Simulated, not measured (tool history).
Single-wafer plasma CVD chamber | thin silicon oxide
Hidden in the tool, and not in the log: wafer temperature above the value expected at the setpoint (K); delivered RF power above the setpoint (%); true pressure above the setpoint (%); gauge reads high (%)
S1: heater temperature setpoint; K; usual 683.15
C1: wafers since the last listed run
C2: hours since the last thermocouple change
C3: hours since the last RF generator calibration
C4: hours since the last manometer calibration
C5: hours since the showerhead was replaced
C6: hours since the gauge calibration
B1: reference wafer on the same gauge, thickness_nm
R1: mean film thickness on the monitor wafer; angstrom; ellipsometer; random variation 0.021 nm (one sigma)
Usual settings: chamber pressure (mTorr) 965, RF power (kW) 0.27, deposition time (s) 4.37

{"run": 1, "hour": 0.0, "S1": 680.15, "chamber pressure (mTorr)": 1096, "RF power (kW)": 0.27, "deposition time (s)": 4.37, "C1": 0, "C2": 1089.6, "C3": 627.9, "C4": 1705.8, "C5": 4077.7, "C6": 114, "B1": 8.614, "R1": 102.3}
{"run": 2, "hour": 32.4, "S1": 683.15, "chamber pressure (mTorr)": 965, "RF power (kW)": 0.27, "deposition time (s)": 4.37, "C1": 1213, "C2": 1122, "C3": 660.3, "C4": 1738.2, "C5": 4110.1, "C6": 146.4, "B1": 8.608, "R1": 92.46}
{"run": 3, "hour": 78.8, "S1": 683.15, "chamber pressure (mTorr)": 965, "RF power (kW)": 0.27, "deposition time (s)": 4.37, "C1": 1738, "C2": 1168.4, "C3": 706.7, "C4": 1784.6, "C5": 4156.5, "C6": 192.8, "B1": 8.62, "R1": 91.99}
{"run": 4, "hour": 91.4, "S1": 683.15, "chamber pressure (mTorr)": 965, "RF power (kW)": 0.27, "deposition time (s)": 4.37, "C1": 471, "C2": 1181, "C3": 719.3, "C4": 1797.2, "C5": 4169.1, "C6": 205.4, "B1": 8.611, "R1": 92.42}
{"run": 5, "hour": 106.9, "S1": 679.15, "chamber pressure (mTorr)": 965, "RF power (kW)": 0.27, "deposition time (s)": 4.37, "C1": 580, "C2": 1196.5, "C3": 734.8, "C4": 1812.7, "C5": 4184.6, "C6": 220.9, "B1": 8.613, "R1": 92.23}
{"hour": 129.7, "done": "capacitance manometer re-zeroed and calibrated"}
{"run": 6, "hour": 137.2, "S1": 679.15, "chamber pressure (mTorr)": 965, "RF power (kW)": 0.27, "deposition time (s)": 4.37, "C1": 835, "C2": 1226.8, "C3": 765.1, "C4": 7.5, "C5": 4214.9, "C6": 251.2, "B1": 8.617, "R1": 92.02}
{"run": 7, "hour": 153.0, "S1": 679.15, "chamber pressure (mTorr)": 965, "RF power (kW)": 0.27, "deposition time (s)": 4.37, "C1": 591, "C2": 1242.6, "C3": 780.9, "C4": 23.3, "C5": 4230.7, "C6": 267, "B1": 8.615, "R1": 92.71}
{"hour": 177.5, "done": "thermocouple changed; heater temperature recalibrated"}
{"hour": 182.1, "done": "showerhead replaced"}
{"hour": 183.0, "done": "RF generator calibrated"}
{"run": 8, "hour": 186.6, "S1": 683.15, "chamber pressure (mTorr)": 1202, "RF power (kW)": 0.27, "deposition time (s)": 4.37, "C1": 750, "C2": 9.1, "C3": 3.6, "C4": 56.9, "C5": 4.5, "C6": 300.6, "B1": 8.608, "R1": 109.54}
{"run": 9, "hour": 222.4, "S1": 677.15, "chamber pressure (mTorr)": 1099, "RF power (kW)": 0.24, "deposition time (s)": 3.51, "C1": 1341, "C2": 44.9, "C3": 39.4, "C4": 92.7, "C5": 40.3, "C6": 336.4, "B1": 8.607, "R1": 80.49}
{"hour": 227.4, "done": "gauge calibrated"}
{"run": 10, "hour": 250.1, "S1": 692.15, "chamber pressure (mTorr)": 965, "RF power (kW)": 0.3, "deposition time (s)": 4.37, "C1": 1037, "C2": 72.6, "C3": 67.1, "C4": 120.4, "C5": 68, "C6": 22.7, "B1": 8.607, "R1": 95.63}

The next listed run, before its measurement:
{"run": 11, "hour": 270.0, "S1": 683.15, "chamber pressure (mTorr)": 965, "RF power (kW)": 0.27, "deposition time (s)": 4.37, "C1": 745, "C2": 92.5, "C3": 87, "C4": 140.3, "C5": 87.9, "C6": 42.6, "B1": "?", "R1": "?"}

B1: 8.616
R1: 93.36 angstrom
Without the tool's hidden state the same run would have given R1 93.47 angstrom.
